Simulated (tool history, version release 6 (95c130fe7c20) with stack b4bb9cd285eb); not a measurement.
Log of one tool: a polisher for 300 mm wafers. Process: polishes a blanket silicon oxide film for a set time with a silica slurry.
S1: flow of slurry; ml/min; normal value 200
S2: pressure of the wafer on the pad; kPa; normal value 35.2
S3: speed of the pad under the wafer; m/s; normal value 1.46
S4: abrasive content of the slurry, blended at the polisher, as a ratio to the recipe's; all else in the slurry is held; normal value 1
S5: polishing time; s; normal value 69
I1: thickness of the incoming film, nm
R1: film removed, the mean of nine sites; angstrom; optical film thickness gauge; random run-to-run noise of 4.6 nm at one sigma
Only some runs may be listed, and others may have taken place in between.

{"run": 1, "day": 0.0, "S1": 165, "S2": 35.2, "S3": 1.46, "S4": 1, "S5": 69, "I1": 1821.3, "R1": 3653}
{"day": 0.571, "done": "worn pad replaced by a new one"}
{"run": 2, "day": 0.646, "S1": 165, "S2": 35.2, "S3": 1.46, "S4": 1, "S5": 69, "I1": 1833.9, "R1": 3736}
{"run": 3, "day": 1.271, "S1": 165, "S2": 35.2, "S3": 1.46, "S4": 1, "S5": 69, "I1": 1849.2, "R1": 3680}
{"day": 1.7, "done": "conditioning disc replaced and pad reconditioned"}
{"day": 1.829, "done": "slurry blender recalibrated"}
{"run": 4, "day": 2.475, "S1": 200, "S2": 35.2, "S3": 1.46, "S4": 1, "S5": 69, "I1": 1868, "R1": 3744}
{"run": 5, "day": 3.921, "S1": 200, "S2": 35.2, "S3": 1.46, "S4": 1, "S5": 69, "I1": 1843.7, "R1": 3879}
{"run": 6, "day": 4.867, "S1": 200, "S2": 35.2, "S3": 1.46, "S4": 1, "S5": 69, "I1": 1842.5, "R1": 3721}
{"day": 4.925, "done": "slurry nozzle cleaned"}
{"run": 7, "day": 6.138, "S1": 140, "S2": 26.9, "S3": 1.46, "S4": 0.75, "S5": 48, "I1": 1836.8, "R1": 1583}
{"run": 8, "day": 7.404, "S1": 200, "S2": 35.2, "S3": 1.66, "S4": 1, "S5": 69, "I1": 1851.2, "R1": 4155}
{"run": 9, "day": 8.354, "S1": 200, "S2": 35.2, "S3": 1.46, "S4": 1, "S5": 69, "I1": 1850.5, "R1": 3718}
{"day": 8.975, "done": "worn pad replaced by a new one"}
{"run": 10, "day": 9.588, "S1": 200, "S2": 35.2, "S3": 1.46, "S4": 1, "S5": 69, "I1": 1834.8, "R1": 3726}
{"run": 11, "day": 10.475, "S1": 200, "S2": 35.2, "S3": 1.46, "S4": 1, "S5": 69, "I1": 1849.4, "R1": 3775}
{"run": 12, "day": 11.929, "S1": 200, "S2": 31, "S3": 1.46, "S4": 1, "S5": 69, "I1": 1867.4, "R1": 3357}
{"run": 13, "day": 12.746, "S1": 200, "S2": 35.2, "S3": 1.88, "S4": 1, "S5": 69, "I1": 1855.4, "R1": 4498}
{"day": 13.375, "done": "head pressure recalibrated"}
{"run": 14, "day": 13.971, "S1": 200, "S2": 35.2, "S3": 1.46, "S4": 1.2, "S5": 58, "I1": 1834.7, "R1": 3434}
{"run": 15, "day": 15.454, "S1": 200, "S2": 35.2, "S3": 1.18, "S4": 0.8, "S5": 69, "I1": 1855.5, "R1": 2791}
{"day": 15.992, "done": "worn pad replaced by a new one"}
{"run": 16, "day": 16.012, "S1": 200, "S2": 35.2, "S3": 1.46, "S4": 1, "S5": 69, "I1": 1838, "R1": 3751}
{"day": 16.658, "done": "slurry nozzle cleaned"}
{"run": 17, "day": 17.062, "S1": 200, "S2": 35.2, "S3": 1.88, "S4": 1, "S5": 69, "I1": 1856.6, "R1": 4440}
{"day": 17.654, "done": "slurry blender recalibrated"}
{"run": 18, "day": 17.888, "S1": 260, "S2": 35.2, "S3": 1.02, "S4": 1, "S5": 69, "I1": 1837.6, "R1": 3061}
{"run": 19, "day": 18.496, "S1": 200, "S2": 31, "S3": 1.08, "S4": 1, "S5": 53, "I1": 1872.5, "R1": 2128}
{"day": 19.525, "done": "conditioning disc replaced and pad reconditioned"}
{"run": 20, "day": 19.904, "S1": 200, "S2": 35.2, "S3": 1.24, "S4": 1, "S5": 69, "I1": 1857.3, "R1": 3421}
{"run": 21, "day": 20.433, "S1": 200, "S2": 35.2, "S3": 1.46, "S4": 1, "S5": 69, "I1": 1835.1, "R1": 3804}
{"run": 22, "day": 22.325, "S1": 200, "S2": 35.2, "S3": 1.46, "S4": 1, "S5": 69, "I1": 1858, "R1": 3777}
{"run": 23, "day": 22.862, "S1": 200, "S2": 47.6, "S3": 1.46, "S4": 1, "S5": 69, "I1": 1875.7, "R1": 5124}
{"day": 24.2, "done": "worn pad replaced by a new one"}
{"run": 24, "day": 24.221, "S1": 235, "S2": 29, "S3": 1.46, "S4": 1, "S5": 80, "I1": 1859.7, "R1": 3715}
{"run": 25, "day": 24.792, "S1": 200, "S2": 44.1, "S3": 1.46, "S4": 1, "S5": 80, "I1": 1873.3, "R1": 5387}

Each row is a separate what-if for the run after 25, all from the same tool condition, not one after another. Results?
{"run": "A", "day": 24.808, "S1": 200, "S2": 35.2, "S3": 1.46, "S4": 1, "S5": 69, "I1": 1846.8, "R1": "?"}
{"run": "B", "day": 24.808, "S1": 200, "S2": 38.6, "S3": 1.46, "S4": 1, "S5": 53, "I1": 1846.8, "R1": "?"}
{"run": "C", "day": 24.808, "S1": 245, "S2": 40, "S3": 1.98, "S4": 1.25, "S5": 69, "I1": 1846.8, "R1": "?"}
{"run": "D", "day": 24.808, "S1": 200, "S2": 35.2, "S3": 1.46, "S4": 1.25, "S5": 69, "I1": 1846.8, "R1": "?"}

run=A R1=3784
run=B R1=3186
run=C R1=6101
run=D R1=4276
With no hidden state in the tool, these same runs would have given:
run=A R1=3784
run=B R1=3186
run=C R1=6101
run=D R1=4276
